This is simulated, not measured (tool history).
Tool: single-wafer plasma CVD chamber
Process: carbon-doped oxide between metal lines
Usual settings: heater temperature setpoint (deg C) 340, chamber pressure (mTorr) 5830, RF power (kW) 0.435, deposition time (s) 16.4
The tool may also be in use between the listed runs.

run	hour	heater temperature setpoint (deg C)	chamber pressure (mTorr)	RF power (kW)	deposition time (s)	wafers since the last listed run	hours since the last thermocouple change	hours since the last RF generator calibration	hours since the last manometer calibration	hours since the showerhead was replaced	hours since the gauge calibration	read-back reference wafer on the same gauge, thickness_nm	mean film thickness on the monitor wafer (angstrom)
1	0.0	340	5830	0.435	16.4	0	2161.4	1922.7	2247.3	5576.9	42.4	68.631	799.97
2	9.4	340	5830	0.435	16.4	235	2170.8	1932.1	2256.7	5586.3	51.8	68.598	800.83
3	26.6	340	5830	0.435	16.4	431	2188.0	1949.3	2273.9	5603.5	69.0	68.613	801.55
4	33.3	340	5830	0.435	16.4	168	2194.7	1956.0	2280.6	5610.2	75.7	68.574	798.31
5	46.4	340	5830	0.480	16.4	328	2207.8	1969.1	2293.7	5623.3	88.8	68.590	865.98
6	55.1	340	5830	0.480	16.4	218	2216.5	1977.8	2302.4	5632.0	97.5	68.568	865.94
7	67.3	340	5830	0.480	16.4	305	2228.7	1990.0	2314.6	5644.2	109.7	68.609	864.36
8	77.2	340	5830	0.435	16.4	248	2238.6	1999.9	2324.5	5654.1	119.6	68.612	797.70
# hour 86.1: capacitance manometer re-zeroed and calibrated
9	88.0	340	5830	0.435	16.4	70	2249.4	2010.7	1.9	5664.9	130.4	68.604	795.76
# hour 108.1: gauge calibrated
# hour 133.3: thermocouple changed; heater temperature recalibrated
10	133.8	326	7150	0.435	17.8	947	0.5	2056.5	47.7	5710.7	25.7	68.610	931.73
11	136.6	335	5830	0.495	16.4	70	3.3	2059.3	50.5	5713.5	28.5	68.597	899.27
12	153.4	349	5830	0.475	15.5	421	20.1	2076.1	67.3	5730.3	45.3	68.592	783.24
# hour 167.9: showerhead replaced
13	168.4	340	4400	0.435	16.4	175	35.1	2091.1	82.3	0.5	60.3	68.590	746.96
14	172.6	340	4400	0.435	16.4	105	39.3	2095.3	86.5	4.7	64.5	68.582	746.48
# hour 186.0: RF generator calibrated
15	190.1	340	5830	0.435	16.4	238	56.8	4.1	104.0	22.2	82.0	68.576	847.90
16	203.2	340	5830	0.435	18.9	328	69.9	17.2	117.1	35.3	95.1	68.585	974.81
17	218.6	349	5160	0.465	19.2	386	85.3	32.6	132.5	50.7	110.5	68.603	986.68
18	232.0	349	5160	0.465	19.2	336	98.7	46.0	145.9	64.1	123.9	68.587	988.66
# hour 243.1: gauge calibrated
19	248.6	340	5830	0.435	16.4	416	115.3	62.6	162.5	80.7	5.5	68.602	847.47

Hidden state or all else? Some run-to-run changes of mean film thickness on the monitor wafer (angstrom), split into what the settings, what came in and random variation would give without the hidden state, and what is left for the hidden state (with any gauge scatter that isn't in both results):
The hidden state here: wafer temperature above the value expected at the setpoint (K); delivered RF power above the setpoint (%); true pressure above the setpoint (%); gauge reads high (%).
Run 14 -> 15: chamber pressure (mTorr) 4400 -> 5830, RF generator calibrated. mean film thickness on the monitor wafer (angstrom) +101.42: hidden state +51.36, all else +50.06.
Run 18 -> 19: heater temperature setpoint (deg C) 349 -> 340, chamber pressure (mTorr) 5160 -> 5830, RF power (kW) 0.465 -> 0.435, deposition time (s) 19.2 -> 16.4, gauge calibrated. mean film thickness on the monitor wafer (angstrom) -141.19: hidden state +0.00, all else -141.19.

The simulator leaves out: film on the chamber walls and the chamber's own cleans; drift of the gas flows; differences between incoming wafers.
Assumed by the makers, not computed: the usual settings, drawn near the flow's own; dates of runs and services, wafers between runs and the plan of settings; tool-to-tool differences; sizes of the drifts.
